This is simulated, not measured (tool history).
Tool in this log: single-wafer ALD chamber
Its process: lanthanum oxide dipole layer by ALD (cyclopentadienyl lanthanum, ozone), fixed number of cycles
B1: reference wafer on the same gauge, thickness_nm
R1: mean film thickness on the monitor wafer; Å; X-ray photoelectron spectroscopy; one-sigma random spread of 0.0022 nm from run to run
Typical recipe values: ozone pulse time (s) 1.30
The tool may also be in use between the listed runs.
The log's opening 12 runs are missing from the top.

Run 13, hour 755.6: usual settings but ozone pulse time (s) 1.56; B1 0.443. Result: R1 5.38 Å.
At hour 786.9: showerhead replaced.
Run 14, hour 822.5: usual settings but ozone pulse time (s) 1.56; B1 0.443. Result: R1 5.35 Å.
Run 15, hour 870.9: usual settings but ozone pulse time (s) 1.46; B1 0.443. Result: R1 5.26 Å.
Run 16, hour 929.9: usual settings but ozone pulse time (s) 1.46; B1 0.443. Result: R1 5.23 Å.
Run 17, hour 964.9: usual settings but ozone pulse time (s) 0.85; B1 0.444. Result: R1 4.08 Å.
Run 18, hour 994.5: usual settings but ozone pulse time (s) 0.96; B1 0.444. Result: R1 4.40 Å.
Run 19, hour 1020.6: usual settings but ozone pulse time (s) 1.17; B1 0.443. Result: R1 4.79 Å.
At hour 1069.7: ozone generator serviced.
Run 20, hour 1070.4: usual settings but ozone pulse time (s) 1.55; B1 0.443. Result: R1 5.54 Å.
Run 21, hour 1097.0: usual settings; B1 0.443. Result: R1 5.31 Å.
Run 22, hour 1163.6: usual settings; B1 0.443. Result: R1 5.33 Å.
Run 23, hour 1212.6: usual settings; B1 0.443. Result: R1 5.31 Å.
Run 24, hour 1242.8: usual settings but ozone pulse time (s) 1.59; B1 0.443. Result: R1 5.50 Å.
Run 25, hour 1306.8: usual settings but ozone pulse time (s) 0.92; B1 0.443. Result: R1 4.67 Å.
Run 26, hour 1338.1: usual settings but ozone pulse time (s) 1.71; B1 0.443. Result: R1 5.55 Å.
Run 27, hour 1406.4: usual settings but ozone pulse time (s) 0.82; B1 0.442. Result: R1 4.38 Å.
At hour 1422.9: thermocouple changed; heater temperature recalibrated.
At hour 1440.2: gauge calibrated.
Run 28, hour 1459.1: usual settings but ozone pulse time (s) 1.54; B1 0.444. Result: R1 5.46 Å.
Run 29, hour 1511.8: usual settings but ozone pulse time (s) 1.72; B1 0.443. Result: R1 5.58 Å.
Run 30, hour 1643.1: usual settings but ozone pulse time (s) 1.81; B1 0.443. Result: R1 5.62 Å.
Run 31, hour 1679.2: usual settings but ozone pulse time (s) 1.15; B1 0.443. Result: R1 5.08 Å.
Run 32, hour 1794.5: usual settings but ozone pulse time (s) 0.86; B1 0.443. Result: R1 4.47 Å.
Run 33, hour 1857.6: usual settings but ozone pulse time (s) 1.56; B1 0.442. Result: R1 5.49 Å.

Alternative continuations, all from the tool just after run 33; predict every row:
Run A, hour 1858.0: usual settings; B1 ?. Result: R1 ?.
Run B, hour 1858.0: usual settings but ozone pulse time (s) 1.57; B1 ?. Result: R1 ?.
Run C, hour 1858.0: usual settings but ozone pulse time (s) 1.51; B1 ?. Result: R1 ?.
Run D, hour 1858.0: usual settings but ozone pulse time (s) 1.69; B1 ?. Result: R1 ?.
Run E, hour 1858.0: usual settings but ozone pulse time (s) 0.84; B1 ?. Result: R1 ?.

run     B1    R1
  A  0.443  5.25
  B  0.443  5.46
  C  0.443  5.43
  D  0.443  5.52
  E  0.443  4.37
With the hidden condition removed and each run's random variation left untouched, the same runs would have given:
run    R1
  A  5.29
  B  5.50
  C  5.46
  D  5.55
  E  4.45

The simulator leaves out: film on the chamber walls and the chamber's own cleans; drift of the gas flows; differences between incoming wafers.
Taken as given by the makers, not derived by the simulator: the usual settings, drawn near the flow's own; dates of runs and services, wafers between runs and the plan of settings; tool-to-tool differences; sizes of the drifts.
